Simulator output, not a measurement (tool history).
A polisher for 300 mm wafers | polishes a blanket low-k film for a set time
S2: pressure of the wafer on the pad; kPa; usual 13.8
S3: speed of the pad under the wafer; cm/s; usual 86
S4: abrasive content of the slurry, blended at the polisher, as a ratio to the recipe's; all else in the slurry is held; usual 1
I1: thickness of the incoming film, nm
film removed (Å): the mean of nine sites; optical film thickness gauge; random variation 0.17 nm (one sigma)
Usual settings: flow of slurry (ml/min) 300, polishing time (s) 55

Run 1, hour 0: usual settings but S4 0.85, polishing time (s) 69; I1 687.8. Result: film removed (Å) 208.
At hour 14.9: slurry nozzle cleaned.
Run 2, hour 58.7: usual settings but flow of slurry (ml/min) 250; I1 684.1. Result: film removed (Å) 174.
At hour 127.8: slurry blender recalibrated.
At hour 139.8: conditioning disc replaced and pad reconditioned.
Run 3, hour 148.6: usual settings but flow of slurry (ml/min) 250; I1 695.9. Result: film removed (Å) 176.
Run 4, hour 190.6: usual settings but flow of slurry (ml/min) 250; I1 677.6. Result: film removed (Å) 179.
Run 5, hour 239.5: usual settings but polishing time (s) 43; I1 699.4. Result: film removed (Å) 142.
At hour 310.2: worn pad replaced by a new one.
Run 6, hour 322.3: usual settings but polishing time (s) 43; I1 701.6. Result: film removed (Å) 146.
Run 7, hour 397.7: usual settings but polishing time (s) 43; I1 690.3. Result: film removed (Å) 147.
Run 8, hour 451.1: usual settings but S2 11.7 kPa, S3 66 cm/s; I1 702.2. Result: film removed (Å) 139.
At hour 475.4: head pressure recalibrated.
Run 9, hour 520: usual settings but S4 0.9, polishing time (s) 42; I1 689.5. Result: film removed (Å) 128.
At hour 528.3: slurry blender recalibrated.
At hour 571.1: conditioning disc replaced and pad reconditioned.
Run 10, hour 602.5: usual settings but S4 0.9, polishing time (s) 42; I1 698.4. Result: film removed (Å) 130.
Run 11, hour 657.3: usual settings but S3 70 cm/s; I1 682. Result: film removed (Å) 156.
At hour 704.4: worn pad replaced by a new one.
At hour 725.8: slurry nozzle cleaned.
Run 12, hour 762.7: usual settings but S2 18.6 kPa; I1 687.9. Result: film removed (Å) 242.
Run 13, hour 863.2: usual settings but flow of slurry (ml/min) 365, S3 112 cm/s, S4 1.15, polishing time (s) 61; I1 703.3. Result: film removed (Å) 257.
At hour 941.8: slurry blender recalibrated.
Run 14, hour 971.1: usual settings but S2 12.4 kPa, S4 1.25; I1 700.1. Result: film removed (Å) 182.
At hour 987.1: conditioning disc replaced and pad reconditioned.
At hour 995.3: head pressure recalibrated.
Run 15, hour 1077: usual settings but S3 112 cm/s; I1 698.6. Result: film removed (Å) 210.
At hour 1084.4: worn pad replaced by a new one.
Run 16, hour 1179: usual settings; I1 702.2. Result: film removed (Å) 178.
Run 17, hour 1267.4: usual settings but S3 110 cm/s; I1 705.3. Result: film removed (Å) 213.
Run 18, hour 1324: usual settings but S2 16.5 kPa; I1 693.8. Result: film removed (Å) 220.
At hour 1352.9: slurry nozzle cleaned.
At hour 1357.3: conditioning disc replaced and pad reconditioned.
Run 19, hour 1369.8: usual settings but S2 17.2 kPa; I1 703.5. Result: film removed (Å) 233.
At hour 1387.7: slurry blender recalibrated.
At hour 1467.9: worn pad replaced by a new one.
Run 20, hour 1469.3: usual settings but polishing time (s) 39; I1 696.1. Result: film removed (Å) 134.
Run 21, hour 1535.4: usual settings but flow of slurry (ml/min) 370, S4 0.8; I1 681.1. Result: film removed (Å) 181.
At hour 1546.4: head pressure recalibrated.
Run 22, hour 1572.4: usual settings but flow of slurry (ml/min) 350, S2 17.2 kPa; I1 696. Result: film removed (Å) 221.
Run 23, hour 1656.3: usual settings but flow of slurry (ml/min) 350, S3 114 cm/s; I1 687.3. Result: film removed (Å) 212.
Run 24, hour 1736.6: usual settings; I1 694.9. Result: film removed (Å) 179.
At hour 1780.8: slurry blender recalibrated.
At hour 1810.6: conditioning disc replaced and pad reconditioned.
Run 25, hour 1833.4: usual settings; I1 694.1. Result: film removed (Å) 184.

What the log doesn't show, run by run:
removal rate lost through wear of the pad, %: 0 in every run
slurry flow missing at the pad, %: 0 in every run
abrasive missing from the slurry, %: 0 in every run
time polished since the conditioner stopped cutting, s: 0 in every run
H1: deviation of the head's pressure from its setpoint, %
run     H1
  1   1.13
  2   2.48
  3   4.54
  4   5.51
  5   6.63
  6   8.53
  7   10.3
  8   11.5
  9  0.539
 10   2.43
 11   3.69
 12    6.1
 13   8.41
 14   10.9
 15   2.33
 16   4.67
 17    6.7
 18      8
 19   9.05
 20   11.3
 21   12.8
 22   1.62
 23   3.54
 24   5.39
 25   7.61
